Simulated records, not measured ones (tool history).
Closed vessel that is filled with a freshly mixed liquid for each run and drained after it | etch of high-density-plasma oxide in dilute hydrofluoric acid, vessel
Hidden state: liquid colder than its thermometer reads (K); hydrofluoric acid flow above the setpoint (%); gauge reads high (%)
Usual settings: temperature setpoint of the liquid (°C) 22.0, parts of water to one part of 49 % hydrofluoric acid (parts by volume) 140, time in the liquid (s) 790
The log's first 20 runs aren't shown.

| run | hour | temperature setpoint of the liquid (°C) | parts of water to one part of 49 % hydrofluoric acid (parts by volume) | time in the liquid (s) | wafers since the last listed run | hours since the thermometer was replaced | hours since the hydrofluoric acid flow meter was replaced | hours since the gauge calibration | read-back film thickness of the high-density-plasma oxide reference wafer, read on the same gauge (nm) | thickness taken off the high-density-plasma oxide on a monitor wafer (nm) |
|---|---|---|---|---|---|---|---|---|---|---|
| 21 | 1082.7 | 23.5 | 90 | 525 | 3362 | 249.4 | 440.3 | 407.0 | 60.01 | 36.42 |
| 22 | 1107.2 | 25.0 | 70 | 1000 | 2075 | 273.9 | 464.8 | 431.5 | 60.00 | 97.08 |
| 23 | 1143.1 | 22.0 | 140 | 790 | 3040 | 309.8 | 500.7 | 467.4 | 59.99 | 31.23 |
| 24 | 1169.4 | 22.0 | 190 | 1150 | 2227 | 336.1 | 527.0 | 493.7 | 59.98 | 31.83 |
| 25 | 1240.1 | 19.5 | 210 | 790 | 5988 | 406.8 | 597.7 | 564.4 | 59.99 | 17.50 |
|  | 1393.0 | hydrofluoric acid flow meter replaced |
| 26 | 1396.4 | 19.0 | 160 | 790 | 13153 | 563.1 | 3.4 | 720.7 | 59.99 | 23.51 |
| 27 | 1465.1 | 19.5 | 140 | 465 | 5818 | 631.8 | 72.1 | 789.4 | 60.00 | 16.43 |
| 28 | 1533.7 | 22.0 | 140 | 790 | 5810 | 700.4 | 140.7 | 858.0 | 60.02 | 30.61 |
| 29 | 1581.3 | 22.0 | 140 | 535 | 4031 | 748.0 | 188.3 | 905.6 | 60.03 | 20.77 |
| 30 | 1649.9 | 22.0 | 140 | 790 | 5810 | 816.6 | 256.9 | 974.2 | 59.97 | 30.50 |
| 31 | 1683.0 | 22.0 | 140 | 605 | 2803 | 849.7 | 290.0 | 1007.3 | 60.02 | 23.40 |

5 ways to go on from here, each from the tool as it stands after run 31. What would each give?
| A | 1683.9 | 22.0 | 140 | 790 | 76 | 850.6 | 290.9 | 1008.2 | ? | ? |
| B | 1683.9 | 22.0 | 70 | 790 | 76 | 850.6 | 290.9 | 1008.2 | ? | ? |
| C | 1683.9 | 27.0 | 205 | 790 | 76 | 850.6 | 290.9 | 1008.2 | ? | ? |
| D | 1683.9 | 17.5 | 95 | 405 | 76 | 850.6 | 290.9 | 1008.2 | ? | ? |
| E | 1683.9 | 20.5 | 140 | 1110 | 76 | 850.6 | 290.9 | 1008.2 | ? | ? |

| run | read-back film thickness of the high-density-plasma oxide reference wafer, read on the same gauge (nm) | thickness taken off the high-density-plasma oxide on a monitor wafer (nm) |
|---|---|---|
| A | 59.98 | 30.56 |
| B | 59.98 | 66.19 |
| C | 59.98 | 23.47 |
| D | 59.98 | 20.13 |
| E | 59.98 | 40.44 |
Without the tool's hidden state the same runs would have given:
| run | thickness taken off the high-density-plasma oxide on a monitor wafer (nm) |
|---|---|
| A | 31.66 |
| B | 68.70 |
| C | 24.24 |
| D | 20.91 |
| E | 41.93 |

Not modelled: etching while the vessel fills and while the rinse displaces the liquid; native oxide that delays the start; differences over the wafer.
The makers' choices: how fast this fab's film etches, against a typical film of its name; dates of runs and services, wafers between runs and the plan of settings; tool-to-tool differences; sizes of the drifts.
